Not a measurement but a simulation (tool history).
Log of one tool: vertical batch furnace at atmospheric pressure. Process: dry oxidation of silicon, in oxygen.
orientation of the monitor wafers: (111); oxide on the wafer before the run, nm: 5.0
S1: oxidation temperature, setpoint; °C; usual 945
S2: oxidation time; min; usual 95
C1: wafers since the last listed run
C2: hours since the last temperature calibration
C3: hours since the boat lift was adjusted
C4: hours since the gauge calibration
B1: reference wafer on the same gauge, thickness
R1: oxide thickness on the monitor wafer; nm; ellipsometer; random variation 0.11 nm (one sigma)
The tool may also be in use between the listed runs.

| run | hour | S1 | S2 | C1 | C2 | C3 | C4 | B1 | R1 |
|---|---|---|---|---|---|---|---|---|---|
| 1 | 0 | 945 | 95 | 0 | 3081.2 | 4545.2 | 196.2 | 65.59 | 62.01 |
| 2 | 44.9 | 945 | 95 | 551 | 3126.1 | 4590.1 | 241.1 | 65.63 | 61.78 |
| 3 | 95 | 945 | 95 | 615 | 3176.2 | 4640.2 | 291.2 | 65.59 | 62.08 |
| 4 | 159.5 | 945 | 115.5 | 792 | 3240.7 | 4704.7 | 355.7 | 65.61 | 70.61 |
| 5 | 263.3 | 945 | 115.5 | 1275 | 3344.5 | 4808.5 | 459.5 | 65.6 | 70.76 |
| 6 | 299.6 | 959 | 95 | 446 | 3380.8 | 4844.8 | 495.8 | 65.6 | 69.31 |
| 7 | 365.2 | 959 | 95 | 806 | 3446.4 | 4910.4 | 561.4 | 65.62 | 69.13 |
| 8 | 446 | 959 | 95 | 993 | 3527.2 | 4991.2 | 642.2 | 65.61 | 69.31 |
| 9 | 675.3 | 945 | 56.5 | 2818 | 3756.5 | 5220.5 | 871.5 | 65.59 | 44.01 |
| 10 | 728.3 | 945 | 95 | 651 | 3809.5 | 5273.5 | 924.5 | 65.6 | 62.01 |

Forecast run 11:
|  | 835.8 | boat lift adjusted |
| 11 | 836.3 | 945 | 139 | 1032 | 3917.5 | 0.5 | 1032.5 | ? | ? |

{"run 11": {"B1": 65.6, "R1": 82.35}}
Without the tool's hidden state the same run would have given R1 79.65 nm.

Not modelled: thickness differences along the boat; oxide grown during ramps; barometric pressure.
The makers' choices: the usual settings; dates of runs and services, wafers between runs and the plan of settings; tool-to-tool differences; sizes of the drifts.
